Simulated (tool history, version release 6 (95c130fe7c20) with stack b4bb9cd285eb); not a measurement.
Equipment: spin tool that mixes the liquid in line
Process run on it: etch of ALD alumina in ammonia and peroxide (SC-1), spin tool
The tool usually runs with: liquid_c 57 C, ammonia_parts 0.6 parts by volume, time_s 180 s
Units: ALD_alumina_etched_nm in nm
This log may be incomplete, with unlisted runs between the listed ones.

run	hour	liquid_c	ammonia_parts	time_s	wafers since the last listed run	hours since the thermometer was replaced	hours since the ammonia flow meter was replaced	hours since the heated supply line was repaired	hours since the drum of ammonia solution was connected	hours since the gauge calibration	read-back film thickness of the ALD alumina reference wafer, read on the same gauge (nm)	ALD_alumina_etched_nm
1	0	57	0.65	180	0	1709.9	519.6	2235.8	415	136.8	120	14.65
2	28.5	57	0.65	180	256	1738.4	548.1	2264.3	443.5	165.3	120.02	14.8
3	52.7	63	0.6	95	217	1762.6	572.3	2288.5	467.7	189.5	120	10.56
4	83.6	57	0.6	180	277	1793.5	603.2	2319.4	498.6	220.4	119.99	14.38
5	124.5	57	0.6	180	367	1834.4	644.1	2360.3	539.5	261.3	120.01	14.61
6	176	57	0.6	260	463	1885.9	695.6	2411.8	591	312.8	120	20.79
# hour 221.2: heated supply line repaired
7	221.7	57	0.7	180	402	1931.6	741.3	0.5	636.7	358.5	120.01	17.22
# hour 233: gauge calibrated
# hour 241.1: thermometer replaced
8	268.1	57	0.6	180	408	27	787.7	46.9	683.1	35.1	120	16.74
9	296.6	57	0.6	180	256	55.5	816.2	75.4	711.6	63.6	119.99	16.48
# hour 304.1: new drum of ammonia solution connected
10	338.2	57	0.75	180	365	97.1	857.8	117	34.1	105.2	120.04	17.16
11	376.8	57	0.6	180	347	135.7	896.4	155.6	72.7	143.8	119.98	16.37
12	413.5	57	0.4	70	330	172.4	933.1	192.3	109.4	180.5	120.01	6.13
13	465.6	64	0.6	180	468	224.5	985.2	244.4	161.5	232.6	119.98	23.69
# hour 501.7: ammonia flow meter replaced
14	504.7	57	0.75	95	342	263.6	3	283.5	200.6	271.7	119.99	8.95
15	572.4	48	0.4	85	608	331.3	70.7	351.2	268.3	339.4	119.98	4.58
# hour 597.4: gauge calibrated
16	598.8	54	0.85	180	237	357.7	97.1	377.6	294.7	1.4	120.01	14.39
17	634.5	57	0.6	180	321	393.4	132.8	413.3	330.4	37.1	119.99	16.32
18	697.1	54	0.85	100	563	456	195.4	475.9	393	99.7	120	7.87
19	722.9	57	0.75	125	232	481.8	221.2	501.7	418.8	125.5	119.99	11.54

5 options for the next run, each taken on its own from the tool as it stands now. Forecast them:
A	723.4	57	0.6	255	4	482.3	221.7	502.2	419.3	126	?	?
B	723.4	52	0.6	255	4	482.3	221.7	502.2	419.3	126	?	?
C	723.4	61	0.9	240	4	482.3	221.7	502.2	419.3	126	?	?
D	723.4	52.5	0.5	115	4	482.3	221.7	502.2	419.3	126	?	?
E	723.4	60.5	0.45	180	4	482.3	221.7	502.2	419.3	126	?	?

run	read-back film thickness of the ALD alumina reference wafer, read on the same gauge (nm)	ALD_alumina_etched_nm
A	119.98	22.7
B	119.98	17.37
C	119.98	27.33
D	119.98	7.91
E	119.98	18.71
With the hidden condition removed and each run's random variation left untouched, the same runs would have given:
run	ALD_alumina_etched_nm
A	23.7
B	18.16
C	28.5
D	8.27
E	19.52
